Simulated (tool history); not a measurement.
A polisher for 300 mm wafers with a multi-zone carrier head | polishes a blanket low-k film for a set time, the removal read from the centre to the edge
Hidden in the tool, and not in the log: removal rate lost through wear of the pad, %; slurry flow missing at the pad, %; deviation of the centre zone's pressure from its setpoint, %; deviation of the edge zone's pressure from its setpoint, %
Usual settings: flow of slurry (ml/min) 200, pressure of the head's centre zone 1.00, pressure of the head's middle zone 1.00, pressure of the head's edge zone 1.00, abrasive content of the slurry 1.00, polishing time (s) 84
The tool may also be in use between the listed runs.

run	hour	flow of slurry (ml/min)	pressure of the head's centre zone	pressure of the head's middle zone	pressure of the head's edge zone	abrasive content of the slurry	polishing time (s)	wafers since the last listed run	wafers polished on this pad	hours since the slurry nozzle was cleaned	hours since the centre zone pressure was calibrated	hours since the edge zone pressure was calibrated	hours since the carrier head's membrane was replaced	incoming thickness of the incoming film, nm	film removed at the wafer's centre (Å)	film removed at mid-radius (Å)	film removed at the wafer's edge (Å)
1	0.0	200	1.00	1.00	1.00	1.00	84	0	61	500.0	1403.2	658.8	570.6	431.3	394	406	399
2	8.7	200	1.00	1.00	1.00	1.00	92	95	157	508.7	1411.9	667.5	579.3	425.0	427	447	449
3	26.2	200	1.00	1.00	1.00	1.00	92	192	349	526.2	1429.4	685.0	596.8	431.6	422	429	428
# hour 56.9: worn pad replaced by a new one
4	57.4	200	1.00	1.00	1.00	1.00	65	298	5	557.4	1460.6	716.2	628.0	431.4	266	268	276
5	68.8	200	1.00	1.00	1.00	1.00	65	125	130	568.8	1472.0	727.6	639.4	432.4	266	265	265
# hour 86.7: worn pad replaced by a new one, repeated, since the last time left the tool worse
6	87.2	200	1.05	1.00	1.00	1.00	84	158	5	587.2	1490.4	746.0	657.8	423.8	409	404	414
7	95.5	200	1.05	1.00	1.00	1.00	84	91	96	595.5	1498.7	754.3	666.1	431.6	403	399	395
8	104.6	200	1.00	1.00	1.00	1.00	84	100	196	604.6	1507.8	763.4	675.2	429.0	396	402	400
# hour 110.1: carrier head's membrane replaced by a new one
# hour 110.5: centre zone pressure recalibrated
9	121.5	200	1.00	1.05	1.10	1.15	68	126	323	621.5	11.0	780.3	11.4	429.2	325	343	342
# hour 127.4: slurry nozzle cleaned
10	133.7	200	1.00	1.00	1.00	1.00	84	123	446	6.3	23.2	792.5	23.6	426.6	378	386	387
# hour 142.0: edge zone pressure recalibrated
11	144.3	180	1.00	1.00	1.00	1.00	84	94	540	16.9	33.8	2.3	34.2	424.4	363	376	375
# hour 161.8: worn pad replaced by a new one
12	162.3	250	1.00	1.00	1.07	1.00	84	153	5	34.9	51.8	20.3	52.2	429.5	410	414	413
13	175.0	200	1.00	1.00	1.10	1.00	84	139	144	47.6	64.5	33.0	64.9	428.1	403	407	414
14	185.4	130	1.11	1.00	1.00	1.00	61	114	258	58.0	74.9	43.4	75.3	422.7	293	275	269

Measured less the same run without the tool's hidden state. The same run-to-run variation is in both; the gauge's scatter may not be:
run	film removed at the wafer's centre (Å)	film removed at mid-radius (Å)	film removed at the wafer's edge (Å)
1	-4	-4	-4
2	-9	-9	-9
3	-18	-17	-18
4	-46	-47	-48
5	-51	-52	-51
6	-5	-4	-5
7	-9	-9	-8
8	-13	-12	-13
9	-17	-18	-18
10	-26	-26	-27
11	-30	-31	-31
12	-1	-2	-2
13	-7	-7	-8
14	-9	-9	-8
